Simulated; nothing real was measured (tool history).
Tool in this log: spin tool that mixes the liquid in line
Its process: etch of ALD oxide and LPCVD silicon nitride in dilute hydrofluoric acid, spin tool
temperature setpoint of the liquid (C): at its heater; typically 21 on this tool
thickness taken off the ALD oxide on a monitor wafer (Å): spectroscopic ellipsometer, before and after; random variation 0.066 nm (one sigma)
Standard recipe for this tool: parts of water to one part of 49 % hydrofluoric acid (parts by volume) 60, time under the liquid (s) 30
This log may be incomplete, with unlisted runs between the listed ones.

run,hour,temperature setpoint of the liquid (C),parts of water to one part of 49 % hydrofluoric acid (parts by volume),time under the liquid (s),wafers since the last listed run,hours since the thermometer was replaced,hours since the hydrofluoric acid flow meter was replaced,hours since the gauge calibration,"read-back film thickness of the ALD oxide reference wafer, read on the same gauge (nm)",thickness taken off the ALD oxide on a monitor wafer (Å)
1,0,17,50,30,0,1001,2082.9,224.6,80.03,121.3
2,7.4,17,50,30,113,1008.4,2090.3,232,80,120.8
3,15.6,21,60,30,125,1016.6,2098.5,240.2,80,117.9
4,22,21,60,30,98,1023,2104.9,246.6,79.97,117.5
5,36.1,21,60,30,216,1037.1,2119,260.7,79.98,117.1
6,50.3,21,60,30,217,1051.3,2133.2,274.9,80,117.1
7,63.8,21,60,30,206,1064.8,2146.7,288.4,80.02,117.2
8,71.6,18.5,60,30,119,1072.6,2154.5,296.2,80.01,105.4
# hour 98.3: hydrofluoric acid flow meter replaced
9,121.5,18.5,60,30,749,1122.5,23.2,346.1,79.99,98.8
# hour 133.8: gauge calibrated
10,135.7,18.5,60,30,217,1136.7,37.4,1.9,80,100.4
# hour 139.8: thermometer replaced
# hour 141.7: hydrofluoric acid flow meter replaced, repeated, since the last time left the tool worse
11,150.3,21,50,40,193,10.5,8.6,16.5,80,213.4
12,166.5,23.5,60,30,248,26.7,24.8,32.7,80.02,146.4
13,181.9,19,85,30,236,42.1,40.2,48.1,79.99,82.5
14,191.5,18,80,45,147,51.7,49.8,57.7,79.99,126.2
15,207.3,21,60,15,242,67.5,65.6,73.5,79.98,65.5
16,225.3,18,45,40,275,85.5,83.6,91.5,80,207.9
17,232.5,23.5,60,35,110,92.7,90.8,98.7,80.01,169.1
18,245.8,21,60,45,203,106,104.1,112,80.01,197.4
19,258.9,22.5,40,30,200,119.1,117.2,125.1,80.01,214.5
20,265.7,18.5,60,30,104,125.9,124,131.9,80,118.1
21,280.1,19.5,70,40,220,140.3,138.4,146.3,79.98,137.6
22,290.4,21,60,30,157,150.6,148.7,156.6,79.98,130.4
23,306.5,17.5,80,40,246,166.7,164.8,172.7,80,109.8
24,313.4,17,50,45,105,173.6,171.7,179.6,80.01,200.4

Exercise: give the hidden state of the tool at every run:
liquid hotter than its thermometer reads (K): 0 across all the runs
gauge reads high (%): 0 across all the runs
H1: hydrofluoric acid flow below the setpoint (%)
run,H1
1,10.2
2,10.2
3,10.2
4,10.3
5,10.3
6,10.4
7,10.4
8,10.5
9,15.5
10,15.6
11,0.772
12,0.845
13,0.915
14,0.958
15,1.03
16,1.11
17,1.14
18,1.2
19,1.26
20,1.29
21,1.36
22,1.4
23,1.48
24,1.51
